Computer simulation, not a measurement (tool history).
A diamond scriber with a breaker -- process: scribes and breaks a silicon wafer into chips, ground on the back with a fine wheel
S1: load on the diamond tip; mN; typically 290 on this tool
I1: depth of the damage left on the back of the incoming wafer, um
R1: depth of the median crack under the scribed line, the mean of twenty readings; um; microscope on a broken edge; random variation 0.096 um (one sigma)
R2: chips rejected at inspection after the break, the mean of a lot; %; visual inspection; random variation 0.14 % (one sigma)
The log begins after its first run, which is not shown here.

run   hour   S1    I1     R1    R2
  2   59.4  290  1.72  10.86  1.93
  3  127.4  290  2.05  10.81  2.60
  4  155.1  264  2.90  10.15  5.10
  5  183.5  264  2.15  10.18  4.43
     194.1  -- diamond tip replaced by a new one
  6  210.7  264  2.24  10.14  4.40
  7  248.2  290  2.08  10.60  2.55
  8  309.3  290  2.08  10.78  2.72
  9  368.0  290  1.53  10.58  2.26
 10  401.0  261  2.39  10.03  5.06
 11  452.5  261  2.62   9.92  5.54
 12  492.8  290  1.65  10.52  2.35
 13  518.3  290  1.60  10.50  2.62
 14  546.7  290  2.33  10.74  3.03
     572.0  -- diamond tip replaced by a new one
 15  580.7  290  2.55  10.37  3.12
 16  609.6  353  1.77  11.96  2.32
 17  680.8  353  1.83  11.84  2.16
 18  721.6  353  2.54  11.92  2.62
     776.7  -- load on the tip recalibrated
 19  792.8  290  2.56  11.46  2.58
 20  830.2  290  2.17  11.29  2.23
 21  893.3  247  2.55  10.21  4.89

Estimate the outcome of run 22 from the log above:
     909.3  -- diamond tip replaced by a new one
 22  920.4  290  2.96   ?   ?

R1: 11.36 um
R2: 3.10 %
With no hidden state in the tool, this same run would have given R1 11.37 um, R2 3.10 %.
